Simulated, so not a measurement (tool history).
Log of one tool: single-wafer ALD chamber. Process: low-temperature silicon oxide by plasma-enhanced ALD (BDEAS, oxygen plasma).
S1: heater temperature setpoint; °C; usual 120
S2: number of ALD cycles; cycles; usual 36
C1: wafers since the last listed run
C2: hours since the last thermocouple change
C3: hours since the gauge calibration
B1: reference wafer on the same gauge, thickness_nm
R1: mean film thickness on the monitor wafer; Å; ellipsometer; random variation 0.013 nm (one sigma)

{"run": 1, "hour": 0.0, "S1": 120, "S2": 36, "C1": 0, "C2": 40.0, "C3": 810.3, "B1": 5.169, "R1": 53.26}
{"run": 2, "hour": 204.9, "S1": 120, "S2": 36, "C1": 2221, "C2": 244.9, "C3": 1015.2, "B1": 5.17, "R1": 53.27}
{"run": 3, "hour": 283.0, "S1": 120, "S2": 36, "C1": 846, "C2": 323.0, "C3": 1093.3, "B1": 5.174, "R1": 52.81}
{"run": 4, "hour": 387.8, "S1": 120, "S2": 36, "C1": 1136, "C2": 427.8, "C3": 1198.1, "B1": 5.173, "R1": 53.13}
{"run": 5, "hour": 437.8, "S1": 120, "S2": 36, "C1": 542, "C2": 477.8, "C3": 1248.1, "B1": 5.167, "R1": 53.3}
{"run": 6, "hour": 540.2, "S1": 120, "S2": 36, "C1": 1110, "C2": 580.2, "C3": 1350.5, "B1": 5.17, "R1": 52.92}
{"run": 7, "hour": 637.6, "S1": 120, "S2": 36, "C1": 1056, "C2": 677.6, "C3": 1447.9, "B1": 5.169, "R1": 53.02}
{"run": 8, "hour": 681.1, "S1": 120, "S2": 36, "C1": 471, "C2": 721.1, "C3": 1491.4, "B1": 5.17, "R1": 52.99}
{"run": 9, "hour": 763.4, "S1": 120, "S2": 36, "C1": 892, "C2": 803.4, "C3": 1573.7, "B1": 5.172, "R1": 52.98}
{"run": 10, "hour": 851.0, "S1": 120, "S2": 36, "C1": 949, "C2": 891.0, "C3": 1661.3, "B1": 5.175, "R1": 52.86}
{"hour": 1008.7, "done": "gauge calibrated"}
{"run": 11, "hour": 1129.7, "S1": 120, "S2": 36, "C1": 3022, "C2": 1169.7, "C3": 121.0, "B1": 5.171, "R1": 52.91}
{"hour": 1194.4, "done": "thermocouple changed; heater temperature recalibrated"}
{"run": 12, "hour": 1227.2, "S1": 120, "S2": 36, "C1": 970, "C2": 32.8, "C3": 218.5, "B1": 5.175, "R1": 53.28}
{"run": 13, "hour": 1334.6, "S1": 120, "S2": 36, "C1": 1164, "C2": 140.2, "C3": 325.9, "B1": 5.17, "R1": 53.31}
{"run": 14, "hour": 1414.4, "S1": 117, "S2": 36, "C1": 865, "C2": 220.0, "C3": 405.7, "B1": 5.172, "R1": 53.35}
{"run": 15, "hour": 1464.9, "S1": 120, "S2": 36, "C1": 547, "C2": 270.5, "C3": 456.2, "B1": 5.171, "R1": 53.16}
{"run": 16, "hour": 1551.8, "S1": 117, "S2": 33, "C1": 942, "C2": 357.4, "C3": 543.1, "B1": 5.172, "R1": 48.85}
{"run": 17, "hour": 1615.5, "S1": 117, "S2": 33, "C1": 690, "C2": 421.1, "C3": 606.8, "B1": 5.169, "R1": 48.8}
{"run": 18, "hour": 1694.4, "S1": 117, "S2": 33, "C1": 855, "C2": 500.0, "C3": 685.7, "B1": 5.168, "R1": 48.86}
{"run": 19, "hour": 1772.4, "S1": 128, "S2": 36, "C1": 845, "C2": 578.0, "C3": 763.7, "B1": 5.175, "R1": 52.47}
{"run": 20, "hour": 1849.2, "S1": 128, "S2": 36, "C1": 832, "C2": 654.8, "C3": 840.5, "B1": 5.168, "R1": 52.35}
{"run": 21, "hour": 1931.7, "S1": 128, "S2": 36, "C1": 894, "C2": 737.3, "C3": 923.0, "B1": 5.168, "R1": 52.19}
{"run": 22, "hour": 2151.8, "S1": 126, "S2": 40, "C1": 2386, "C2": 957.4, "C3": 1143.1, "B1": 5.172, "R1": 58.3}
{"run": 23, "hour": 2232.3, "S1": 126, "S2": 40, "C1": 872, "C2": 1037.9, "C3": 1223.6, "B1": 5.168, "R1": 57.96}
{"run": 24, "hour": 2313.7, "S1": 120, "S2": 36, "C1": 882, "C2": 1119.3, "C3": 1305.0, "B1": 5.173, "R1": 52.87}
{"run": 25, "hour": 2376.8, "S1": 107, "S2": 43, "C1": 684, "C2": 1182.4, "C3": 1368.1, "B1": 5.169, "R1": 64.11}
{"hour": 2600.4, "done": "thermocouple changed; heater temperature recalibrated"}
{"run": 26, "hour": 2650.2, "S1": 120, "S2": 36, "C1": 2877, "C2": 49.8, "C3": 1641.5, "B1": 5.168, "R1": 53.01}
{"run": 27, "hour": 2711.3, "S1": 127, "S2": 43, "C1": 662, "C2": 110.9, "C3": 1702.6, "B1": 5.17, "R1": 62.61}
{"run": 28, "hour": 2759.0, "S1": 128, "S2": 36, "C1": 517, "C2": 158.6, "C3": 1750.3, "B1": 5.174, "R1": 52.27}
{"run": 29, "hour": 2861.9, "S1": 112, "S2": 36, "C1": 1115, "C2": 261.5, "C3": 1853.2, "B1": 5.167, "R1": 53.81}
{"run": 30, "hour": 3023.0, "S1": 120, "S2": 36, "C1": 1746, "C2": 422.6, "C3": 2014.3, "B1": 5.171, "R1": 52.9}
{"run": 31, "hour": 3077.2, "S1": 116, "S2": 36, "C1": 587, "C2": 476.8, "C3": 2068.5, "B1": 5.173, "R1": 53.46}
{"hour": 3165.3, "done": "gauge calibrated"}
{"run": 32, "hour": 3172.2, "S1": 112, "S2": 43, "C1": 1030, "C2": 571.8, "C3": 6.9, "B1": 5.169, "R1": 63.93}
{"run": 33, "hour": 3229.2, "S1": 113, "S2": 38, "C1": 618, "C2": 628.8, "C3": 63.9, "B1": 5.167, "R1": 56.37}
{"run": 34, "hour": 3317.6, "S1": 111, "S2": 41, "C1": 958, "C2": 717.2, "C3": 152.3, "B1": 5.172, "R1": 61.04}
{"run": 35, "hour": 3376.2, "S1": 131, "S2": 31, "C1": 635, "C2": 775.8, "C3": 210.9, "B1": 5.169, "R1": 44.69}
{"run": 36, "hour": 3470.1, "S1": 120, "S2": 36, "C1": 1018, "C2": 869.7, "C3": 304.8, "B1": 5.171, "R1": 52.79}
{"run": 37, "hour": 3537.3, "S1": 126, "S2": 40, "C1": 728, "C2": 936.9, "C3": 372.0, "B1": 5.167, "R1": 58.19}
{"run": 38, "hour": 3633.7, "S1": 120, "S2": 32, "C1": 1045, "C2": 1033.3, "C3": 468.4, "B1": 5.173, "R1": 46.87}
{"run": 39, "hour": 3679.2, "S1": 120, "S2": 39, "C1": 493, "C2": 1078.8, "C3": 513.9, "B1": 5.169, "R1": 57.07}
{"run": 40, "hour": 3758.8, "S1": 120, "S2": 36, "C1": 863, "C2": 1158.4, "C3": 593.5, "B1": 5.172, "R1": 52.97}
{"run": 41, "hour": 3837.9, "S1": 117, "S2": 36, "C1": 857, "C2": 1237.5, "C3": 672.6, "B1": 5.166, "R1": 52.95}
{"run": 42, "hour": 3921.4, "S1": 106, "S2": 32, "C1": 905, "C2": 1321.0, "C3": 756.1, "B1": 5.174, "R1": 48.08}
{"run": 43, "hour": 3993.0, "S1": 115, "S2": 36, "C1": 776, "C2": 1392.6, "C3": 827.7, "B1": 5.171, "R1": 52.98}
{"run": 44, "hour": 4041.0, "S1": 125, "S2": 43, "C1": 520, "C2": 1440.6, "C3": 875.7, "B1": 5.17, "R1": 62.55}
{"run": 45, "hour": 4145.7, "S1": 117, "S2": 33, "C1": 1135, "C2": 1545.3, "C3": 980.4, "B1": 5.17, "R1": 48.6}
{"hour": 4219.4, "done": "thermocouple changed; heater temperature recalibrated"}
{"run": 46, "hour": 4219.9, "S1": 120, "S2": 36, "C1": 717, "C2": 0.5, "C3": 1054.6, "B1": 5.171, "R1": 53.21}

Hidden state or all else? Some run-to-run changes of R1, split into what the settings, what came in and random variation would give without the hidden state, and what is left for the hidden state (with any gauge scatter that isn't in both results):
The hidden state here: wafer temperature above the value expected at the setpoint (K); gauge reads high (%).
Run 11 -> 12: thermocouple changed; heater temperature recalibrated. R1 +0.37 Å: hidden state +0.43, all else -0.06.
Run 25 -> 26: S1 107 -> 120, S2 43 -> 36, thermocouple changed; heater temperature recalibrated. R1 -11.10 Å: hidden state +0.42, all else -11.52.
Run 34 -> 35: S1 111 -> 131, S2 41 -> 31. R1 -16.35 Å: hidden state +0.05, all else -16.40.
Run 37 -> 38: S1 126 -> 120, S2 40 -> 32. R1 -11.32 Å: hidden state +0.04, all else -11.36.
Run 44 -> 45: S1 125 -> 117, S2 43 -> 33. R1 -13.95 Å: hidden state +0.11, all else -14.06.
Run 45 -> 46: S1 117 -> 120, S2 33 -> 36, thermocouple changed; heater temperature recalibrated. R1 +4.61 Å: hidden state +0.49, all else +4.12.

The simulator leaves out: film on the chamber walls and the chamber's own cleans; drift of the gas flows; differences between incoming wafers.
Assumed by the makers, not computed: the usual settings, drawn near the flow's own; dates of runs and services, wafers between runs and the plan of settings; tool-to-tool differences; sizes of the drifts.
